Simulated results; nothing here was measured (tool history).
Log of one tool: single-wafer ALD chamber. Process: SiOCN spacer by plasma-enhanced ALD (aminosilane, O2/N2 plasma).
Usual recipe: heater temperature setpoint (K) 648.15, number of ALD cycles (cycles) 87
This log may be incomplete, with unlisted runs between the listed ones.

run	day	heater temperature setpoint (K)	number of ALD cycles (cycles)	wafers since the last listed run	hours since the last thermocouple change	hours since the gauge calibration	read-back reference wafer on the same gauge, thickness_nm	mean film thickness on the monitor wafer (Å)
1	0.000	648.15	87	0	1856.4	458.5	3.935	46.76
2	0.771	648.15	87	43	1874.9	477.0	3.933	46.89
3	1.712	648.15	87	53	1897.5	499.6	3.934	46.76
# day 1.858: gauge calibrated
4	2.292	648.15	87	32	1911.4	10.4	3.984	47.54
5	3.546	648.15	87	71	1941.5	40.5	3.975	47.33
6	4.638	648.15	87	62	1967.7	66.7	3.966	47.48
7	5.379	648.15	87	42	1985.5	84.5	3.964	47.37
8	6.417	648.15	87	59	2010.4	109.4	3.962	47.13
9	7.729	648.15	87	74	2041.9	140.9	3.951	47.12
10	8.483	648.15	87	42	2060.0	159.0	3.951	46.97
11	9.158	648.15	87	38	2076.2	175.2	3.949	46.90
# day 11.104: thermocouple changed; heater temperature recalibrated
12	11.925	648.15	87	138	19.7	241.6	3.939	46.96
13	13.312	648.15	75	78	53.0	274.9	3.938	40.52
14	14.304	643.15	79	56	76.8	298.7	3.939	42.50
15	15.767	648.15	87	83	111.9	333.8	3.934	46.87
16	16.512	648.15	104	42	129.8	351.7	3.933	56.27
17	17.746	648.15	87	70	159.4	381.3	3.934	46.82
# day 18.071: gauge calibrated
18	19.192	648.15	103	82	194.1	26.9	3.971	55.96
19	20.108	648.15	87	52	216.1	48.9	3.960	47.26
20	21.229	638.15	77	63	243.0	75.8	3.956	41.82
21	22.317	658.15	83	61	269.1	101.9	3.949	44.92
22	23.529	659.15	77	68	298.2	131.0	3.943	41.69
23	24.304	661.15	76	44	316.8	149.6	3.941	40.97
24	24.950	643.15	79	36	332.3	165.1	3.940	42.55
25	25.583	642.15	87	36	347.5	180.3	3.940	46.93
26	26.379	648.15	87	45	366.6	199.4	3.934	46.93

4 options for the next run, each taken on its own from the tool as it stands now. Forecast them:
A	26.404	648.15	94	1	367.2	200.0	?	?
B	26.404	635.15	87	1	367.2	200.0	?	?
C	26.404	648.15	73	1	367.2	200.0	?	?
D	26.404	634.15	76	1	367.2	200.0	?	?

run	read-back reference wafer on the same gauge, thickness_nm	mean film thickness on the monitor wafer (Å)
A	3.938	50.67
B	3.938	46.90
C	3.938	39.35
D	3.938	40.97
The same runs, with their run-to-run variation unchanged, on a tool lacking any hidden condition would have given:
run	mean film thickness on the monitor wafer (Å)
A	51.37
B	47.55
C	39.90
D	41.54
